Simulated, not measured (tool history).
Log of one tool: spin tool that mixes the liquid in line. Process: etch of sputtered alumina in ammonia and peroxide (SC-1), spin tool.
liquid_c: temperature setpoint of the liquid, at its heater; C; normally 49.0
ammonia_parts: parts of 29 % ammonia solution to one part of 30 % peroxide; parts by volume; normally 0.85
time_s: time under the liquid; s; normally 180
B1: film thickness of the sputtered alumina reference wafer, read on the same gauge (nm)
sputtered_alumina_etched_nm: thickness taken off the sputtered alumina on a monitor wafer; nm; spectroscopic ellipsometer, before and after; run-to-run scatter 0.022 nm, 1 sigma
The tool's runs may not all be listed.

run 1 hour=0.0 | liquid_c=49.0 ammonia_parts=1.15 time_s=180 | B1=100.01 | sputtered_alumina_etched_nm=7.20
run 2 hour=30.5 | liquid_c=49.0 ammonia_parts=1.15 time_s=180 | B1=100.01 | sputtered_alumina_etched_nm=7.20
run 3 hour=64.5 | liquid_c=49.0 ammonia_parts=1.15 time_s=180 | B1=100.00 | sputtered_alumina_etched_nm=7.21
run 4 hour=114.2 | liquid_c=49.0 ammonia_parts=0.85 time_s=180 | B1=100.01 | sputtered_alumina_etched_nm=6.99
-- hour=121.0 gauge calibrated
run 5 hour=166.9 | liquid_c=49.0 ammonia_parts=0.85 time_s=180 | B1=100.01 | sputtered_alumina_etched_nm=6.91
run 6 hour=228.1 | liquid_c=49.0 ammonia_parts=1.00 time_s=180 | B1=100.02 | sputtered_alumina_etched_nm=7.01
run 7 hour=253.8 | liquid_c=44.0 ammonia_parts=0.75 time_s=225 | B1=100.00 | sputtered_alumina_etched_nm=6.41
-- hour=298.3 new drum of ammonia solution connected
run 8 hour=304.6 | liquid_c=43.5 ammonia_parts=1.15 time_s=260 | B1=100.01 | sputtered_alumina_etched_nm=7.49
-- hour=336.5 ammonia flow meter replaced
-- hour=365.7 heated supply line repaired
run 9 hour=376.0 | liquid_c=40.0 ammonia_parts=0.85 time_s=125 | B1=100.00 | sputtered_alumina_etched_nm=2.94
run 10 hour=434.7 | liquid_c=49.0 ammonia_parts=0.85 time_s=230 | B1=99.98 | sputtered_alumina_etched_nm=9.07
-- hour=616.6 thermometer replaced
run 11 hour=633.9 | liquid_c=49.0 ammonia_parts=0.85 time_s=180 | B1=100.00 | sputtered_alumina_etched_nm=6.93
run 12 hour=689.4 | liquid_c=49.0 ammonia_parts=0.85 time_s=180 | B1=100.00 | sputtered_alumina_etched_nm=6.94
run 13 hour=741.2 | liquid_c=49.0 ammonia_parts=0.85 time_s=275 | B1=100.01 | sputtered_alumina_etched_nm=10.61
-- hour=784.4 new drum of ammonia solution connected
run 14 hour=784.9 | liquid_c=40.5 ammonia_parts=1.00 time_s=180 | B1=99.98 | sputtered_alumina_etched_nm=4.31
run 15 hour=836.6 | liquid_c=42.0 ammonia_parts=0.45 time_s=180 | B1=100.01 | sputtered_alumina_etched_nm=4.36
run 16 hour=882.3 | liquid_c=49.0 ammonia_parts=0.85 time_s=180 | B1=100.01 | sputtered_alumina_etched_nm=6.85
run 17 hour=936.4 | liquid_c=49.0 ammonia_parts=0.85 time_s=180 | B1=100.01 | sputtered_alumina_etched_nm=6.82
-- hour=981.7 heated supply line repaired
run 18 hour=998.7 | liquid_c=49.0 ammonia_parts=1.15 time_s=180 | B1=100.00 | sputtered_alumina_etched_nm=7.28
-- hour=1026.4 ammonia flow meter replaced
run 19 hour=1050.2 | liquid_c=44.0 ammonia_parts=0.95 time_s=115 | B1=99.99 | sputtered_alumina_etched_nm=3.46
run 20 hour=1076.4 | liquid_c=49.0 ammonia_parts=1.10 time_s=245 | B1=100.00 | sputtered_alumina_etched_nm=9.80
run 21 hour=1117.8 | liquid_c=43.0 ammonia_parts=0.85 time_s=180 | B1=100.00 | sputtered_alumina_etched_nm=5.01
run 22 hour=1172.5 | liquid_c=49.0 ammonia_parts=0.85 time_s=180 | B1=99.99 | sputtered_alumina_etched_nm=7.02
-- hour=1187.6 new drum of ammonia solution connected
run 23 hour=1227.4 | liquid_c=49.0 ammonia_parts=0.85 time_s=180 | B1=100.01 | sputtered_alumina_etched_nm=6.98

Below are 5 alternative next runs, each starting from the tool's condition after run 23. Predict each:
run A hour=1227.9 | liquid_c=49.0 ammonia_parts=0.85 time_s=135 | B1=? | sputtered_alumina_etched_nm=?
run B hour=1227.9 | liquid_c=45.0 ammonia_parts=0.85 time_s=135 | B1=? | sputtered_alumina_etched_nm=?
run C hour=1227.9 | liquid_c=43.0 ammonia_parts=0.85 time_s=250 | B1=? | sputtered_alumina_etched_nm=?
run D hour=1227.9 | liquid_c=49.0 ammonia_parts=0.85 time_s=250 | B1=? | sputtered_alumina_etched_nm=?
run E hour=1227.9 | liquid_c=45.0 ammonia_parts=0.55 time_s=250 | B1=? | sputtered_alumina_etched_nm=?

run=A B1=100.00 sputtered_alumina_etched_nm=5.27
run=B B1=100.00 sputtered_alumina_etched_nm=4.21
run=C B1=100.00 sputtered_alumina_etched_nm=6.94
run=D B1=100.00 sputtered_alumina_etched_nm=9.75
run=E B1=100.00 sputtered_alumina_etched_nm=7.47
Had the tool no hidden state, the same runs would have come out as:
run=A sputtered_alumina_etched_nm=5.39
run=B sputtered_alumina_etched_nm=4.30
run=C sputtered_alumina_etched_nm=7.10
run=D sputtered_alumina_etched_nm=9.97
run=E sputtered_alumina_etched_nm=7.64
